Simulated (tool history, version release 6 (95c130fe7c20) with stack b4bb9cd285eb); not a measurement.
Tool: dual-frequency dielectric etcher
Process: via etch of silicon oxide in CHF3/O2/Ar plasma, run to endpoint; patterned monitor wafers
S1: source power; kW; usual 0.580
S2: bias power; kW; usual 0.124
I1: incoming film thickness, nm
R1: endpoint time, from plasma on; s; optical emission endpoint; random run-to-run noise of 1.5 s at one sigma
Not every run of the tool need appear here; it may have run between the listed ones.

run 1 day=0.000 | S1=0.500 S2=0.124 | I1=569.3 | R1=317.7
run 2 day=0.708 | S1=0.500 S2=0.124 | I1=565.0 | R1=315.5
run 3 day=2.392 | S1=0.680 S2=0.124 | I1=570.0 | R1=286.9
-- day=3.617 wet clean of the chamber
run 4 day=3.638 | S1=0.580 S2=0.124 | I1=562.3 | R1=285.5
run 5 day=3.654 | S1=0.580 S2=0.124 | I1=563.8 | R1=283.6
run 6 day=3.938 | S1=0.580 S2=0.124 | I1=571.7 | R1=289.7
run 7 day=4.650 | S1=0.580 S2=0.142 | I1=562.9 | R1=267.8
-- day=5.125 bias power generator calibrated
run 8 day=5.338 | S1=0.580 S2=0.142 | I1=568.1 | R1=271.7
-- day=6.725 upper electrode replaced
run 9 day=6.746 | S1=0.580 S2=0.142 | I1=568.1 | R1=271.8
run 10 day=6.762 | S1=0.490 S2=0.124 | I1=567.1 | R1=308.7
run 11 day=6.779 | S1=0.530 S2=0.133 | I1=564.5 | R1=287.8

For run 12, what comes out?
run 12 day=7.062 | S1=0.450 S2=0.094 | I1=566.9 | R1=?

{"run 12": {"R1": 361.1}}
With the hidden condition absent and the run-to-run variation left alone, this run would have shown R1 359.8 s.

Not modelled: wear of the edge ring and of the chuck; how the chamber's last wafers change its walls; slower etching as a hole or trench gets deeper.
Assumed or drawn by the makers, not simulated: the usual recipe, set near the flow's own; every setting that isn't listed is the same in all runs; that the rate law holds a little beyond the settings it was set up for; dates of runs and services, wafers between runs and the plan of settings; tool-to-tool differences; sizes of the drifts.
